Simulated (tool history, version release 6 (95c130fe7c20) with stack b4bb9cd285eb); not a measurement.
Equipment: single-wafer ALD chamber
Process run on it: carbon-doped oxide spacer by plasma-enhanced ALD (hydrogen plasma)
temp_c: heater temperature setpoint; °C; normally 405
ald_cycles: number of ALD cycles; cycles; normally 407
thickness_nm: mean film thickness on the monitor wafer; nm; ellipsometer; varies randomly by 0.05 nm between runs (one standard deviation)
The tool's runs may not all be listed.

run,hour,temp_c,ald_cycles,wafers since the last listed run,hours since the last thermocouple change,hours since the gauge calibration,"read-back reference wafer on the same gauge, thickness_nm",thickness_nm
1,0.0,416,465,0,1066.4,60.1,20.544,21.975
2,31.0,405,407,23,1097.4,91.1,20.538,19.971
3,50.5,405,407,14,1116.9,110.6,20.529,19.956
4,112.6,405,407,46,1179.0,172.7,20.517,19.974
5,130.4,405,407,13,1196.8,190.5,20.496,19.842
6,235.2,405,407,79,1301.6,295.3,20.430,19.874
7,266.3,405,407,23,1332.7,326.4,20.406,19.822
8,279.1,405,344,9,1345.5,339.2,20.386,16.745
9,308.8,405,344,22,1375.2,368.9,20.349,16.726
10,339.6,405,407,23,1406.0,399.7,20.322,19.710
11,367.7,405,407,21,1434.1,427.8,20.284,19.747
# hour 387.2: thermocouple changed; heater temperature recalibrated
12,387.7,405,407,9,0.5,447.8,20.263,19.681
13,398.2,414,334,7,11.0,458.3,20.224,15.676
14,423.2,394,347,18,36.0,483.3,20.209,17.009
# hour 442.8: gauge calibrated
15,444.1,405,407,15,56.9,1.3,20.626,19.949
16,459.6,415,480,11,72.4,16.8,20.602,22.889
17,483.3,417,360,17,96.1,40.5,20.624,16.983
18,499.0,400,337,11,111.8,56.2,20.618,16.934
19,532.7,400,437,25,145.5,89.9,20.596,21.877
20,561.4,405,407,21,174.2,118.6,20.584,19.990
21,581.3,400,407,15,194.1,138.5,20.581,20.299
22,610.9,397,435,22,223.7,168.1,20.577,21.640
23,640.9,405,407,22,253.7,198.1,20.558,19.968
24,654.8,405,407,10,267.6,212.0,20.542,20.039

Table of differences, measured result less the result of that run with no hidden state. Run-to-run variation is the same in both. Gauge scatter possibly is not:
Hidden state at play: wafer temperature above the value expected at the setpoint (K); gauge reads high (%).
run,thickness_nm
1,-0.049
2,-0.051
3,-0.058
4,-0.083
5,-0.092
6,-0.168
7,-0.196
8,-0.177
9,-0.202
10,-0.274
11,-0.309
12,-0.334
13,-0.278
14,-0.332
15,+0.016
16,+0.018
17,+0.011
18,+0.009
19,+0.004
20,-0.005
21,-0.013
22,-0.028
23,-0.043
24,-0.051

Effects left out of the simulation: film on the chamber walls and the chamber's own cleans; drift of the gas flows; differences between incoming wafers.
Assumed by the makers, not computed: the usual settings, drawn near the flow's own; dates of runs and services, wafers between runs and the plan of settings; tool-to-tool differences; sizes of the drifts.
